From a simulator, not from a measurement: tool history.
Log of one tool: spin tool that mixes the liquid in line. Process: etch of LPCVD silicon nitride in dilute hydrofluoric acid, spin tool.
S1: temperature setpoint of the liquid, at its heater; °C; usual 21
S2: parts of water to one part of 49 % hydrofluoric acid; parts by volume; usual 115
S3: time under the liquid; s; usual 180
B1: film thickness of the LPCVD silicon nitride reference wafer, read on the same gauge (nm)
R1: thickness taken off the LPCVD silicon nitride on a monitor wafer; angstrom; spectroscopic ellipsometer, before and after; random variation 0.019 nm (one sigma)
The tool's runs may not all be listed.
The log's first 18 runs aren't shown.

run,hour,S1,S2,S3,B1,R1
19,538.5,23.5,140,180,139.992,5.59
20,569.9,21,115,180,139.995,5.47
21,603.4,21,90,180,139.994,7.25
22,632.3,21,90,245,139.985,10.18
23,659.2,21,115,260,140.007,7.89
24,685.4,21,115,180,140.01,5.85
25,702.1,17,135,150,139.987,3.17
26,736.5,19.5,115,90,140.034,2.73
27,763.2,25,70,210,139.993,13.33
28,784.5,17,115,90,139.994,2.14
29,798.3,18.5,135,180,139.994,3.92
30,829.7,24,115,180,140.007,6.83
31,843.6,21,135,180,139.982,4.92

Forecast run 32:
32,860.2,25.5,60,70,?,?

B1: 139.988
R1: 5.85 angstrom
Without the tool's hidden state the same run would have given R1 5.85 angstrom.

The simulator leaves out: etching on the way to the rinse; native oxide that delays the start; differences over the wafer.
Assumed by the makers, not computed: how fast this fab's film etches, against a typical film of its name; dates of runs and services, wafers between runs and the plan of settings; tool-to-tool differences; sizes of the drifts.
